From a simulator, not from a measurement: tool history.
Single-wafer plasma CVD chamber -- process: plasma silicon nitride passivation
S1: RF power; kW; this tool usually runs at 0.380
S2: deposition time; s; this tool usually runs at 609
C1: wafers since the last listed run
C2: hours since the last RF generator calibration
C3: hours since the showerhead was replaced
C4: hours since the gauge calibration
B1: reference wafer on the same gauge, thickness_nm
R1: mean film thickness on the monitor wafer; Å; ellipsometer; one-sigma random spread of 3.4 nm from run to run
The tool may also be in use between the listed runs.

run 1 day=0.000 | S1=0.365 S2=609 | C1=0 C2=503.9 C3=2543.8 C4=1572.9 | B1=917.411 | R1=7819.77
run 2 day=4.496 | S1=0.380 S2=609 | C1=442 C2=611.8 C3=2651.7 C4=1680.8 | B1=918.374 | R1=7850.14
run 3 day=7.071 | S1=0.380 S2=609 | C1=253 C2=673.6 C3=2713.5 C4=1742.6 | B1=918.229 | R1=7865.25
run 4 day=11.554 | S1=0.380 S2=609 | C1=441 C2=781.2 C3=2821.1 C4=1850.2 | B1=917.785 | R1=7802.16
run 5 day=13.400 | S1=0.380 S2=609 | C1=181 C2=825.5 C3=2865.4 C4=1894.5 | B1=916.699 | R1=7778.68
run 6 day=17.512 | S1=0.380 S2=609 | C1=405 C2=924.2 C3=2964.1 C4=1993.2 | B1=917.577 | R1=7775.22
run 7 day=20.333 | S1=0.395 S2=609 | C1=277 C2=991.9 C3=3031.8 C4=2060.9 | B1=918.283 | R1=7920.20
-- day=22.971 RF generator calibrated
run 8 day=22.992 | S1=0.380 S2=609 | C1=229 C2=0.5 C3=3095.6 C4=2124.7 | B1=919.002 | R1=8047.03
run 9 day=25.354 | S1=0.380 S2=609 | C1=232 C2=57.2 C3=3152.3 C4=2181.4 | B1=917.368 | R1=7962.02
run 10 day=38.571 | S1=0.380 S2=609 | C1=1302 C2=374.4 C3=3469.5 C4=2498.6 | B1=918.182 | R1=7913.73
-- day=40.133 showerhead replaced
run 11 day=41.100 | S1=0.380 S2=609 | C1=216 C2=435.1 C3=23.2 C4=2559.3 | B1=918.713 | R1=7957.80
run 12 day=43.662 | S1=0.380 S2=609 | C1=252 C2=496.6 C3=84.7 C4=2620.8 | B1=918.430 | R1=7917.36
run 13 day=46.188 | S1=0.380 S2=609 | C1=248 C2=557.2 C3=145.3 C4=2681.4 | B1=917.426 | R1=7872.31
-- day=47.112 gauge calibrated
run 14 day=48.479 | S1=0.420 S2=539 | C1=225 C2=612.2 C3=200.3 C4=32.8 | B1=918.919 | R1=7243.60
run 15 day=51.321 | S1=0.420 S2=539 | C1=279 C2=680.4 C3=268.5 C4=101.0 | B1=918.257 | R1=7226.27
-- day=59.525 RF generator calibrated
run 16 day=61.596 | S1=0.420 S2=539 | C1=979 C2=49.7 C3=515.1 C4=347.6 | B1=918.461 | R1=7372.71
run 17 day=65.442 | S1=0.380 S2=609 | C1=378 C2=142.0 C3=607.4 C4=439.9 | B1=918.630 | R1=8076.18
run 18 day=67.821 | S1=0.380 S2=609 | C1=234 C2=199.1 C3=664.5 C4=497.0 | B1=918.202 | R1=7983.82
run 19 day=69.875 | S1=0.335 S2=609 | C1=202 C2=248.4 C3=713.8 C4=546.3 | B1=917.198 | R1=7642.77
run 20 day=72.500 | S1=0.380 S2=609 | C1=258 C2=311.4 C3=776.8 C4=609.3 | B1=917.221 | R1=7894.65
run 21 day=74.329 | S1=0.420 S2=498 | C1=180 C2=355.3 C3=820.7 C4=653.2 | B1=918.745 | R1=6780.29
run 22 day=76.958 | S1=0.455 S2=502 | C1=259 C2=418.4 C3=883.8 C4=716.3 | B1=918.176 | R1=7025.82
run 23 day=78.967 | S1=0.380 S2=686 | C1=197 C2=466.6 C3=932.0 C4=764.5 | B1=916.866 | R1=8914.99
run 24 day=83.317 | S1=0.320 S2=651 | C1=428 C2=571.0 C3=1036.4 C4=868.9 | B1=918.776 | R1=7896.03
run 25 day=86.917 | S1=0.305 S2=545 | C1=354 C2=657.4 C3=1122.8 C4=955.3 | B1=917.895 | R1=6455.13
run 26 day=88.479 | S1=0.380 S2=520 | C1=153 C2=694.9 C3=1160.3 C4=992.8 | B1=918.153 | R1=6718.86
run 27 day=90.062 | S1=0.380 S2=609 | C1=156 C2=732.9 C3=1198.3 C4=1030.8 | B1=917.188 | R1=7845.68
run 28 day=92.488 | S1=0.440 S2=609 | C1=238 C2=791.1 C3=1256.5 C4=1089.0 | B1=918.651 | R1=8260.45
-- day=94.025 RF generator calibrated
run 29 day=94.662 | S1=0.435 S2=609 | C1=181 C2=15.3 C3=1308.7 C4=1141.2 | B1=919.431 | R1=8448.23
run 30 day=98.133 | S1=0.350 S2=721 | C1=341 C2=98.6 C3=1392.0 C4=1224.5 | B1=918.508 | R1=9169.85
run 31 day=100.912 | S1=0.380 S2=609 | C1=273 C2=165.3 C3=1458.7 C4=1291.2 | B1=918.798 | R1=7960.40
run 32 day=103.000 | S1=0.320 S2=651 | C1=205 C2=215.4 C3=1508.8 C4=1341.3 | B1=918.494 | R1=7935.70
run 33 day=105.175 | S1=0.410 S2=557 | C1=214 C2=267.6 C3=1561.0 C4=1393.5 | B1=918.019 | R1=7464.08
run 34 day=106.692 | S1=0.410 S2=545 | C1=149 C2=304.0 C3=1597.4 C4=1429.9 | B1=917.424 | R1=7326.74
run 35 day=110.433 | S1=0.345 S2=534 | C1=368 C2=393.8 C3=1687.2 C4=1519.7 | B1=918.728 | R1=6740.82
run 36 day=112.129 | S1=0.380 S2=498 | C1=167 C2=434.5 C3=1727.9 C4=1560.4 | B1=918.524 | R1=6489.74
run 37 day=116.146 | S1=0.415 S2=642 | C1=395 C2=530.9 C3=1824.3 C4=1656.8 | B1=916.591 | R1=8623.77

5 ways to go on from here, each from the tool as it stands after run 37. What would each give?
run A day=116.171 | S1=0.380 S2=609 | C1=2 C2=531.5 C3=1824.9 C4=1657.4 | B1=? | R1=?
run B day=116.171 | S1=0.305 S2=647 | C1=2 C2=531.5 C3=1824.9 C4=1657.4 | B1=? | R1=?
run C day=116.171 | S1=0.380 S2=567 | C1=2 C2=531.5 C3=1824.9 C4=1657.4 | B1=? | R1=?
run D day=116.171 | S1=0.425 S2=563 | C1=2 C2=531.5 C3=1824.9 C4=1657.4 | B1=? | R1=?
run E day=116.171 | S1=0.400 S2=547 | C1=2 C2=531.5 C3=1824.9 C4=1657.4 | B1=? | R1=?

run=A B1=918.508 R1=7870.50
run=B B1=918.508 R1=7669.28
run=C B1=918.508 R1=7327.70
run=D B1=918.508 R1=7587.93
run=E B1=918.508 R1=7207.60
Without the tool's unlogged condition, the same runs would have read:
run=A R1=8022.57
run=B R1=7817.46
run=C R1=7469.29
run=D R1=7734.55
run=E R1=7346.87
